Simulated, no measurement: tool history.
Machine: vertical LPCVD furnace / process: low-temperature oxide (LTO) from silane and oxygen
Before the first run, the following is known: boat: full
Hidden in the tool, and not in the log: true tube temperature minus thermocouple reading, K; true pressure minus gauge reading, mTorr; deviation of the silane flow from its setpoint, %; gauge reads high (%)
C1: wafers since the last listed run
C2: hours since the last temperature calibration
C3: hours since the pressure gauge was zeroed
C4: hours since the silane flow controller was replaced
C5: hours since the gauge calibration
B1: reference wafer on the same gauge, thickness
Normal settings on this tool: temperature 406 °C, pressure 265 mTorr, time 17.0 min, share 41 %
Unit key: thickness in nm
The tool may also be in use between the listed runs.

run 1 hour=0.0 | temperature=406 pressure=265 time=17.0 share=41 | C1=0 C2=3509.9 C3=2172.6 C4=3319.9 C5=131.5 | B1=212.04 | thickness=190.46
run 2 hour=11.2 | temperature=406 pressure=265 time=17.0 share=41 | C1=128 C2=3521.1 C3=2183.8 C4=3331.1 C5=142.7 | B1=212.00 | thickness=190.41
run 3 hour=23.0 | temperature=406 pressure=265 time=17.0 share=41 | C1=134 C2=3532.9 C3=2195.6 C4=3342.9 C5=154.5 | B1=212.24 | thickness=189.78
run 4 hour=38.5 | temperature=406 pressure=265 time=17.0 share=41 | C1=177 C2=3548.4 C3=2211.1 C4=3358.4 C5=170.0 | B1=212.50 | thickness=189.38
run 5 hour=51.6 | temperature=406 pressure=265 time=17.0 share=41 | C1=149 C2=3561.5 C3=2224.2 C4=3371.5 C5=183.1 | B1=212.49 | thickness=189.84
run 6 hour=57.8 | temperature=406 pressure=265 time=17.0 share=41 | C1=70 C2=3567.7 C3=2230.4 C4=3377.7 C5=189.3 | B1=211.73 | thickness=189.40
run 7 hour=74.6 | temperature=411 pressure=265 time=17.0 share=37 | C1=192 C2=3584.5 C3=2247.2 C4=3394.5 C5=206.1 | B1=211.88 | thickness=175.92
run 8 hour=86.2 | temperature=411 pressure=265 time=17.0 share=37 | C1=132 C2=3596.1 C3=2258.8 C4=3406.1 C5=217.7 | B1=212.07 | thickness=176.75
run 9 hour=99.5 | temperature=411 pressure=265 time=17.0 share=37 | C1=152 C2=3609.4 C3=2272.1 C4=3419.4 C5=231.0 | B1=211.92 | thickness=177.36
run 10 hour=117.4 | temperature=406 pressure=220 time=17.0 share=41 | C1=204 C2=3627.3 C3=2290.0 C4=3437.3 C5=248.9 | B1=211.65 | thickness=158.35
run 11 hour=127.5 | temperature=406 pressure=220 time=17.0 share=41 | C1=115 C2=3637.4 C3=2300.1 C4=3447.4 C5=259.0 | B1=211.95 | thickness=157.59
run 12 hour=144.0 | temperature=406 pressure=220 time=17.0 share=41 | C1=188 C2=3653.9 C3=2316.6 C4=3463.9 C5=275.5 | B1=211.94 | thickness=159.59
run 13 hour=151.8 | temperature=406 pressure=250 time=12.5 share=41 | C1=89 C2=3661.7 C3=2324.4 C4=3471.7 C5=283.3 | B1=211.68 | thickness=132.04
-- hour=177.2 pressure gauge zeroed
run 14 hour=177.7 | temperature=406 pressure=250 time=12.5 share=41 | C1=21 C2=3687.6 C3=0.5 C4=3497.6 C5=309.2 | B1=212.43 | thickness=130.86
run 15 hour=181.9 | temperature=415 pressure=265 time=17.0 share=41 | C1=48 C2=3691.8 C3=4.7 C4=3501.8 C5=313.4 | B1=211.73 | thickness=208.45
-- hour=213.6 thermocouples replaced and temperature profile calibrated
-- hour=219.6 silane flow controller replaced
run 16 hour=220.1 | temperature=406 pressure=265 time=17.0 share=41 | C1=94 C2=6.5 C3=42.9 C4=0.5 C5=351.6 | B1=211.50 | thickness=190.96
run 17 hour=224.3 | temperature=406 pressure=265 time=17.0 share=41 | C1=48 C2=10.7 C3=47.1 C4=4.7 C5=355.8 | B1=211.91 | thickness=190.73
run 18 hour=228.6 | temperature=402 pressure=265 time=20.0 share=41 | C1=49 C2=15.0 C3=51.4 C4=9.0 C5=360.1 | B1=211.35 | thickness=215.06
run 19 hour=232.8 | temperature=395 pressure=320 time=17.0 share=41 | C1=48 C2=19.2 C3=55.6 C4=13.2 C5=364.3 | B1=212.58 | thickness=203.83
-- hour=237.4 gauge calibrated
run 20 hour=237.7 | temperature=406 pressure=265 time=13.0 share=34 | C1=56 C2=24.1 C3=60.5 C4=18.1 C5=0.3 | B1=212.09 | thickness=115.40
run 21 hour=251.1 | temperature=414 pressure=265 time=17.0 share=41 | C1=153 C2=37.5 C3=73.9 C4=31.5 C5=13.7 | B1=212.05 | thickness=209.12

Estimate the outcome of run 22 from the log above:
run 22 hour=259.2 | temperature=406 pressure=265 time=17.0 share=41 | C1=92 C2=45.6 C3=82.0 C4=39.6 C5=21.8 | B1=? | thickness=?

{"run 22": {"B1": 211.76, "thickness": 191.5}}
Were there no unlogged condition in the tool, this run, its random variation unchanged, would have produced thickness 191.50 nm.
